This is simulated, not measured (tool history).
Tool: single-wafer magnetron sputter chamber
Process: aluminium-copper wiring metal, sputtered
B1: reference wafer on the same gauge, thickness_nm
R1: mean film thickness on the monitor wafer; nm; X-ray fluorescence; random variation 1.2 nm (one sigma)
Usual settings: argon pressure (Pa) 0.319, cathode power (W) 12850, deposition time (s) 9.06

run 1 hour=0.0 | argon_pressure_(Pa)=0.319 cathode_power_(W)=12850 deposition_time_(s)=9.06 | B1=213.893 | R1=194.301
run 2 hour=79.8 | argon_pressure_(Pa)=0.319 cathode_power_(W)=12850 deposition_time_(s)=9.06 | B1=214.026 | R1=194.149
-- hour=124.6 sputter target and shields replaced
run 3 hour=186.1 | argon_pressure_(Pa)=0.319 cathode_power_(W)=12850 deposition_time_(s)=9.06 | B1=213.607 | R1=199.690
run 4 hour=243.2 | argon_pressure_(Pa)=0.319 cathode_power_(W)=12850 deposition_time_(s)=9.06 | B1=213.593 | R1=198.374
run 5 hour=345.1 | argon_pressure_(Pa)=0.319 cathode_power_(W)=12850 deposition_time_(s)=9.06 | B1=214.382 | R1=192.400
run 6 hour=415.7 | argon_pressure_(Pa)=0.319 cathode_power_(W)=12850 deposition_time_(s)=10.35 | B1=214.275 | R1=220.567
run 7 hour=501.8 | argon_pressure_(Pa)=0.319 cathode_power_(W)=12850 deposition_time_(s)=10.35 | B1=213.948 | R1=220.206
run 8 hour=556.1 | argon_pressure_(Pa)=0.319 cathode_power_(W)=12850 deposition_time_(s)=10.35 | B1=214.048 | R1=220.510
-- hour=573.8 sputter target and shields replaced
run 9 hour=663.7 | argon_pressure_(Pa)=0.319 cathode_power_(W)=12850 deposition_time_(s)=9.06 | B1=213.909 | R1=199.684
run 10 hour=726.4 | argon_pressure_(Pa)=0.319 cathode_power_(W)=12850 deposition_time_(s)=9.06 | B1=213.864 | R1=198.623
run 11 hour=779.6 | argon_pressure_(Pa)=0.319 cathode_power_(W)=12850 deposition_time_(s)=9.06 | B1=213.989 | R1=195.046
run 12 hour=879.5 | argon_pressure_(Pa)=0.319 cathode_power_(W)=12850 deposition_time_(s)=9.06 | B1=213.896 | R1=193.553
run 13 hour=981.9 | argon_pressure_(Pa)=0.319 cathode_power_(W)=12850 deposition_time_(s)=9.06 | B1=213.748 | R1=190.380
run 14 hour=1074.1 | argon_pressure_(Pa)=0.319 cathode_power_(W)=12850 deposition_time_(s)=9.56 | B1=213.947 | R1=203.196
-- hour=1093.3 sputter target and shields replaced
run 15 hour=1178.2 | argon_pressure_(Pa)=0.319 cathode_power_(W)=11650 deposition_time_(s)=9.91 | B1=214.213 | R1=199.377
-- hour=1242.7 capacitance manometer re-zeroed and calibrated
run 16 hour=1279.4 | argon_pressure_(Pa)=0.319 cathode_power_(W)=12850 deposition_time_(s)=9.06 | B1=213.703 | R1=195.601
run 17 hour=1335.7 | argon_pressure_(Pa)=0.319 cathode_power_(W)=9800 deposition_time_(s)=9.83 | B1=214.178 | R1=160.060
run 18 hour=1435.7 | argon_pressure_(Pa)=0.410 cathode_power_(W)=9900 deposition_time_(s)=9.06 | B1=213.911 | R1=142.830
-- hour=1466.8 gauge calibrated
-- hour=1494.1 sputter target and shields replaced
-- hour=1639.0 magnet pack replaced
run 19 hour=1653.0 | argon_pressure_(Pa)=0.319 cathode_power_(W)=15750 deposition_time_(s)=9.82 | B1=214.082 | R1=261.582
run 20 hour=1752.4 | argon_pressure_(Pa)=0.366 cathode_power_(W)=15400 deposition_time_(s)=9.95 | B1=214.109 | R1=249.505
run 21 hour=1848.4 | argon_pressure_(Pa)=0.381 cathode_power_(W)=15350 deposition_time_(s)=10.17 | B1=213.991 | R1=250.667
run 22 hour=1913.3 | argon_pressure_(Pa)=0.371 cathode_power_(W)=13700 deposition_time_(s)=10.45 | B1=214.025 | R1=231.551
-- hour=1967.3 sputter target and shields replaced
run 23 hour=1980.0 | argon_pressure_(Pa)=0.319 cathode_power_(W)=14250 deposition_time_(s)=7.65 | B1=213.879 | R1=191.753
run 24 hour=2047.8 | argon_pressure_(Pa)=0.319 cathode_power_(W)=12850 deposition_time_(s)=9.06 | B1=214.133 | R1=201.661
run 25 hour=2122.0 | argon_pressure_(Pa)=0.249 cathode_power_(W)=15800 deposition_time_(s)=10.53 | B1=214.214 | R1=289.911
run 26 hour=2225.5 | argon_pressure_(Pa)=0.366 cathode_power_(W)=15400 deposition_time_(s)=9.95 | B1=213.829 | R1=248.869
run 27 hour=2309.7 | argon_pressure_(Pa)=0.242 cathode_power_(W)=12850 deposition_time_(s)=7.97 | B1=213.872 | R1=173.611

The same runs without the tool's hidden state, with the same run-to-run variation:
The hidden state here: deposition rate above that of a new target (%); true argon pressure above the setpoint (%); gauge reads high (%).
run=1 R1=207.012
run=2 R1=207.325
run=3 R1=205.695
run=4 R1=207.140
run=5 R1=203.915
run=6 R1=235.150
run=7 R1=235.792
run=8 R1=236.528
run=9 R1=207.192
run=10 R1=208.641
run=11 R1=206.367
run=12 R1=206.517
run=13 R1=204.049
run=14 R1=218.255
run=15 R1=206.587
run=16 R1=206.423
run=17 R1=169.950
run=18 R1=152.669
run=19 R1=274.077
run=20 R1=264.388
run=21 R1=267.169
run=22 R1=247.368
run=23 R1=195.042
run=24 R1=209.534
run=25 R1=305.779
run=26 R1=265.662
run=27 R1=186.315
